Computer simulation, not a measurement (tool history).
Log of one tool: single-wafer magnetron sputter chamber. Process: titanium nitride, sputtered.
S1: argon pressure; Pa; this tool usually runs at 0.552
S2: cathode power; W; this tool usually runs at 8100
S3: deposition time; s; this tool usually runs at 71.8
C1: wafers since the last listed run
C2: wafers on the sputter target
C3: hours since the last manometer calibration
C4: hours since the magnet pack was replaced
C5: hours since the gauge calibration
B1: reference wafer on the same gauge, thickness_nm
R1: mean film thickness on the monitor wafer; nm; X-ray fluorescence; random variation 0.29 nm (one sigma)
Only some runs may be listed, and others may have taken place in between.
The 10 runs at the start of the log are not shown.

-- hour=548.4 sputter target and shields replaced
run 11 hour=554.9 | S1=0.552 S2=8100 S3=71.8 | C1=1505 C2=164 C3=1275.2 C4=9049.6 C5=1378.1 | B1=91.052 | R1=108.648
run 12 hour=594.3 | S1=0.552 S2=8100 S3=71.8 | C1=1000 C2=1164 C3=1314.6 C4=9089 C5=1417.5 | B1=91.029 | R1=108.292
run 13 hour=666.1 | S1=0.552 S2=8100 S3=71.8 | C1=1822 C2=2987 C3=1386.4 C4=9160.8 C5=1489.3 | B1=90.955 | R1=108.132
-- hour=823.8 capacitance manometer re-zeroed and calibrated
run 14 hour=845.4 | S1=0.385 S2=8100 S3=71.8 | C1=4347 C2=7335 C3=21.6 C4=9340.1 C5=1668.6 | B1=91.086 | R1=115.558
run 15 hour=889.6 | S1=0.385 S2=8100 S3=71.8 | C1=1121 C2=8457 C3=65.8 C4=9384.3 C5=1712.8 | B1=90.968 | R1=115.644
-- hour=911.8 magnet pack replaced
run 16 hour=944.2 | S1=0.552 S2=6600 S3=71.8 | C1=1182 C2=9639 C3=120.4 C4=32.4 C5=1767.4 | B1=90.892 | R1=86.024
-- hour=966.4 sputter target and shields replaced
run 17 hour=979.7 | S1=0.634 S2=10050 S3=59 | C1=697 C2=338 C3=155.9 C4=67.9 C5=1802.9 | B1=91.026 | R1=104.582
run 18 hour=1041.2 | S1=0.444 S2=10100 S3=60.7 | C1=1560 C2=1899 C3=217.4 C4=129.4 C5=1864.4 | B1=90.95 | R1=119.421
-- hour=1099.1 gauge calibrated
run 19 hour=1109.9 | S1=0.393 S2=9200 S3=81.7 | C1=1743 C2=3643 C3=286.1 C4=198.1 C5=10.8 | B1=90.943 | R1=151.445
run 20 hour=1160.7 | S1=0.552 S2=8100 S3=71.8 | C1=1289 C2=4932 C3=336.9 C4=248.9 C5=61.6 | B1=91.032 | R1=106.549
run 21 hour=1223.9 | S1=0.552 S2=9250 S3=68.1 | C1=1604 C2=6536 C3=400.1 C4=312.1 C5=124.8 | B1=90.982 | R1=116.39
run 22 hour=1257.2 | S1=0.552 S2=8100 S3=76.1 | C1=845 C2=7382 C3=433.4 C4=345.4 C5=158.1 | B1=90.982 | R1=112.83
-- hour=1292.6 sputter target and shields replaced
run 23 hour=1326.7 | S1=0.719 S2=7400 S3=67.5 | C1=1560 C2=865 C3=502.9 C4=414.9 C5=227.6 | B1=91.064 | R1=85.306
run 24 hour=1382.2 | S1=0.552 S2=8100 S3=71.8 | C1=1408 C2=2274 C3=558.4 C4=470.4 C5=283.1 | B1=91.013 | R1=107.548
run 25 hour=1413.7 | S1=0.449 S2=6800 S3=86.1 | C1=799 C2=3074 C3=589.9 C4=501.9 C5=314.6 | B1=90.995 | R1=114.175
run 26 hour=1469.1 | S1=0.457 S2=7500 S3=66.8 | C1=1406 C2=4480 C3=645.3 C4=557.3 C5=370 | B1=91.063 | R1=97.694
run 27 hour=1535 | S1=0.765 S2=9000 S3=61.7 | C1=1672 C2=6152 C3=711.2 C4=623.2 C5=435.9 | B1=91.056 | R1=92.556
run 28 hour=1599.7 | S1=0.366 S2=6450 S3=71.8 | C1=1642 C2=7795 C3=775.9 C4=687.9 C5=500.6 | B1=91.031 | R1=93.95
-- hour=1615.7 sputter target and shields replaced
run 29 hour=1647.8 | S1=0.629 S2=7100 S3=71.8 | C1=1017 C2=814 C3=824 C4=736 C5=548.7 | B1=91.078 | R1=91.782
run 30 hour=1708.5 | S1=0.727 S2=8100 S3=61.3 | C1=1540 C2=2355 C3=884.7 C4=796.7 C5=609.4 | B1=91.035 | R1=84.683
run 31 hour=1748.3 | S1=0.552 S2=8100 S3=71.8 | C1=1010 C2=3365 C3=924.5 C4=836.5 C5=649.2 | B1=91.114 | R1=108.776
run 32 hour=1831.5 | S1=0.552 S2=8100 S3=71.8 | C1=2111 C2=5477 C3=1007.7 C4=919.7 C5=732.4 | B1=91.033 | R1=107.891

Predict each of these 4 candidate next runs independently; none follows another, all start after run 32:
run A hour=1831.9 | S1=0.552 S2=8100 S3=71.8 | C1=10 C2=5487 C3=1008.1 C4=920.1 C5=732.8 | B1=? | R1=?
run B hour=1831.9 | S1=0.378 S2=10050 S3=60.1 | C1=10 C2=5487 C3=1008.1 C4=920.1 C5=732.8 | B1=? | R1=?
run C hour=1831.9 | S1=0.552 S2=9450 S3=83 | C1=10 C2=5487 C3=1008.1 C4=920.1 C5=732.8 | B1=? | R1=?
run D hour=1831.9 | S1=0.613 S2=9050 S3=86 | C1=10 C2=5487 C3=1008.1 C4=920.1 C5=732.8 | B1=? | R1=?

run=A B1=91.07 R1=108.361
run=B B1=91.07 R1=123.006
run=C B1=91.07 R1=146.141
run=D B1=91.07 R1=140.659
Without the tool's hidden state the same runs would have given:
run=A R1=107.07
run=B R1=122.865
run=C R1=144.401
run=D R1=138.482
